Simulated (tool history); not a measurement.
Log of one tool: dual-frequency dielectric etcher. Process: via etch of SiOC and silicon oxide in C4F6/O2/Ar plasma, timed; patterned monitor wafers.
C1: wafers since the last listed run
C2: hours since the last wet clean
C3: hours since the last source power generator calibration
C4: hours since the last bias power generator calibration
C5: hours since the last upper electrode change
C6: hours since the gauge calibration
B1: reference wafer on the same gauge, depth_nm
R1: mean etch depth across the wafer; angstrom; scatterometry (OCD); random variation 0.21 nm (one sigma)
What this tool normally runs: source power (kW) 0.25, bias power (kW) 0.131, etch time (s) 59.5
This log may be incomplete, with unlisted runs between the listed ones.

{"run": 1, "hour": 0.0, "source power (kW)": 0.25, "bias power (kW)": 0.157, "etch time (s)": 59.5, "C1": 0, "C2": 52.6, "C3": 831.5, "C4": 1026.4, "C5": 4887.7, "C6": 402.1, "B1": 42.4, "R1": 558}
{"run": 2, "hour": 38.7, "source power (kW)": 0.25, "bias power (kW)": 0.157, "etch time (s)": 59.5, "C1": 577, "C2": 91.3, "C3": 870.2, "C4": 1065.1, "C5": 4926.4, "C6": 440.8, "B1": 42.4, "R1": 558}
{"run": 3, "hour": 127.0, "source power (kW)": 0.25, "bias power (kW)": 0.131, "etch time (s)": 59.5, "C1": 1317, "C2": 179.6, "C3": 958.5, "C4": 1153.4, "C5": 5014.7, "C6": 529.1, "B1": 42.4, "R1": 513}
{"hour": 166.9, "done": "upper electrode replaced"}
{"run": 4, "hour": 218.5, "source power (kW)": 0.25, "bias power (kW)": 0.131, "etch time (s)": 59.5, "C1": 1007, "C2": 271.1, "C3": 1050, "C4": 1244.9, "C5": 51.6, "C6": 620.6, "B1": 42.3, "R1": 516}
{"run": 5, "hour": 292.8, "source power (kW)": 0.25, "bias power (kW)": 0.131, "etch time (s)": 59.5, "C1": 1108, "C2": 345.4, "C3": 1124.3, "C4": 1319.2, "C5": 125.9, "C6": 694.9, "B1": 42.4, "R1": 513}
{"run": 6, "hour": 348.1, "source power (kW)": 0.25, "bias power (kW)": 0.131, "etch time (s)": 59.5, "C1": 825, "C2": 400.7, "C3": 1179.6, "C4": 1374.5, "C5": 181.2, "C6": 750.2, "B1": 42.4, "R1": 512}
{"run": 7, "hour": 393.4, "source power (kW)": 0.25, "bias power (kW)": 0.131, "etch time (s)": 59.5, "C1": 675, "C2": 446, "C3": 1224.9, "C4": 1419.8, "C5": 226.5, "C6": 795.5, "B1": 42.4, "R1": 511}
{"run": 8, "hour": 479.2, "source power (kW)": 0.25, "bias power (kW)": 0.131, "etch time (s)": 53.5, "C1": 1280, "C2": 531.8, "C3": 1310.7, "C4": 1505.6, "C5": 312.3, "C6": 881.3, "B1": 42.4, "R1": 464}
{"run": 9, "hour": 535.3, "source power (kW)": 0.25, "bias power (kW)": 0.131, "etch time (s)": 59.5, "C1": 837, "C2": 587.9, "C3": 1366.8, "C4": 1561.7, "C5": 368.4, "C6": 937.4, "B1": 42.4, "R1": 508}
{"run": 10, "hour": 611.5, "source power (kW)": 0.3, "bias power (kW)": 0.15, "etch time (s)": 76.5, "C1": 1136, "C2": 664.1, "C3": 1443, "C4": 1637.9, "C5": 444.6, "C6": 1013.6, "B1": 42.4, "R1": 748}
{"run": 11, "hour": 651.6, "source power (kW)": 0.25, "bias power (kW)": 0.164, "etch time (s)": 50, "C1": 598, "C2": 704.2, "C3": 1483.1, "C4": 1678, "C5": 484.7, "C6": 1053.7, "B1": 42.4, "R1": 478}
{"run": 12, "hour": 756.2, "source power (kW)": 0.25, "bias power (kW)": 0.106, "etch time (s)": 45.5, "C1": 1560, "C2": 808.8, "C3": 1587.7, "C4": 1782.6, "C5": 589.3, "C6": 1158.3, "B1": 42.4, "R1": 353}
{"hour": 791.7, "done": "wet clean of the chamber"}
{"run": 13, "hour": 817.2, "source power (kW)": 0.25, "bias power (kW)": 0.131, "etch time (s)": 59.5, "C1": 552, "C2": 25.5, "C3": 1648.7, "C4": 1843.6, "C5": 650.3, "C6": 1219.3, "B1": 42.4, "R1": 510}
{"run": 14, "hour": 871.9, "source power (kW)": 0.21, "bias power (kW)": 0.1, "etch time (s)": 59.5, "C1": 816, "C2": 80.2, "C3": 1703.4, "C4": 1898.3, "C5": 705, "C6": 1274, "B1": 42.4, "R1": 421}
{"hour": 916.9, "done": "bias power generator calibrated"}
{"run": 15, "hour": 968.0, "source power (kW)": 0.31, "bias power (kW)": 0.131, "etch time (s)": 59.5, "C1": 1374, "C2": 176.3, "C3": 1799.5, "C4": 51.1, "C5": 801.1, "C6": 1370.1, "B1": 42.4, "R1": 544}
{"run": 16, "hour": 1059.4, "source power (kW)": 0.2, "bias power (kW)": 0.16, "etch time (s)": 66.5, "C1": 1363, "C2": 267.7, "C3": 1890.9, "C4": 142.5, "C5": 892.5, "C6": 1461.5, "B1": 42.4, "R1": 569}
{"run": 17, "hour": 1357.1, "source power (kW)": 0.25, "bias power (kW)": 0.106, "etch time (s)": 59.5, "C1": 4441, "C2": 565.4, "C3": 2188.6, "C4": 440.2, "C5": 1190.2, "C6": 1759.2, "B1": 42.3, "R1": 457}
{"hour": 1399.0, "done": "source power generator calibrated"}
{"run": 18, "hour": 1442.0, "source power (kW)": 0.21, "bias power (kW)": 0.131, "etch time (s)": 42, "C1": 1207, "C2": 650.3, "C3": 43, "C4": 525.1, "C5": 1275.1, "C6": 1844.1, "B1": 42.4, "R1": 331}

Expected results for the next run?
{"run": 19, "hour": 1546.7, "source power (kW)": 0.3, "bias power (kW)": 0.113, "etch time (s)": 52.5, "C1": 1562, "C2": 755, "C3": 147.7, "C4": 629.8, "C5": 1379.8, "C6": 1948.8, "B1": "?", "R1": "?"}

Run 19 produced B1 42.4, R1 444 angstrom.
Without the tool's hidden state the same run would have given R1 456 angstrom.

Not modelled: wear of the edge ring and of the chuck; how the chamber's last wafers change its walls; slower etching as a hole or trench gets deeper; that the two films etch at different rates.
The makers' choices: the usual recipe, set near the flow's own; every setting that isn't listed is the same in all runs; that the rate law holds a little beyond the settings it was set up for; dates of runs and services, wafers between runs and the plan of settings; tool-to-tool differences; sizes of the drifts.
